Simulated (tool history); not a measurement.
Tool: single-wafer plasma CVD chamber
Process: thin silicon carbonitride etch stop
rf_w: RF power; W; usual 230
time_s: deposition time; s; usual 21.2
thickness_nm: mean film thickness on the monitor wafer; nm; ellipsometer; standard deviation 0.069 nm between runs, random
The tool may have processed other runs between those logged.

run,hour,rf_w,time_s,"read-back reference wafer on the same gauge, thickness_nm",thickness_nm
1,0.0,230,19.2,10.114,10.641
2,15.4,230,19.2,10.121,10.649
3,25.7,230,24.3,10.134,13.359
4,79.3,205,20.1,10.090,10.748
5,88.9,205,20.1,10.094,10.706
6,98.9,205,20.1,10.101,10.795
7,105.8,230,21.2,10.072,11.645
# hour 116.7: showerhead replaced
8,117.2,230,21.2,10.100,11.672
# hour 132.3: RF generator calibrated
9,132.8,215,21.2,10.103,11.513
10,138.3,230,21.2,10.095,11.778
11,149.4,230,21.2,10.110,11.613
12,158.7,230,21.2,10.082,11.755
13,170.7,230,19.1,10.092,10.570
14,184.5,205,20.1,10.091,10.729
15,199.5,270,21.2,10.107,12.411
16,211.4,230,21.2,10.083,11.714
17,224.1,230,21.2,10.109,11.768
# hour 233.2: gauge calibrated
18,255.6,230,22.5,10.093,12.397
# hour 275.4: thermocouple changed; heater temperature recalibrated
19,275.9,240,24.2,10.066,13.560
20,279.2,265,18.4,10.093,10.751
21,291.3,230,21.2,10.101,11.777
22,306.3,230,21.2,10.130,11.717
23,315.8,230,21.2,10.120,11.726
24,322.5,230,21.2,10.103,11.739
25,330.7,275,17.3,10.102,10.066
26,337.1,230,18.4,10.059,10.180
27,354.4,200,17.9,10.101,9.408
28,367.6,190,23.8,10.085,12.436
29,381.3,230,21.2,10.114,11.749
30,395.9,230,21.2,10.123,11.818
31,407.4,265,23.0,10.132,13.419
32,422.9,250,17.5,10.095,9.963
33,430.1,215,17.6,10.078,9.582
34,446.8,245,18.0,10.087,10.181
35,462.2,255,25.2,10.119,14.423
36,469.1,230,21.2,10.100,11.760

Here are 4 independent what-if runs from the current tool condition. What would each one return?
A,469.5,230,18.9,?,?
B,469.5,205,24.5,?,?
C,469.5,205,23.0,?,?
D,469.5,255,17.7,?,?

run,"read-back reference wafer on the same gauge, thickness_nm",thickness_nm
A,10.057,10.369
B,10.057,12.949
C,10.057,12.157
D,10.057,10.038
Without the tool's unlogged condition, the same runs would have read:
run,thickness_nm
A,10.369
B,12.949
C,12.157
D,10.038
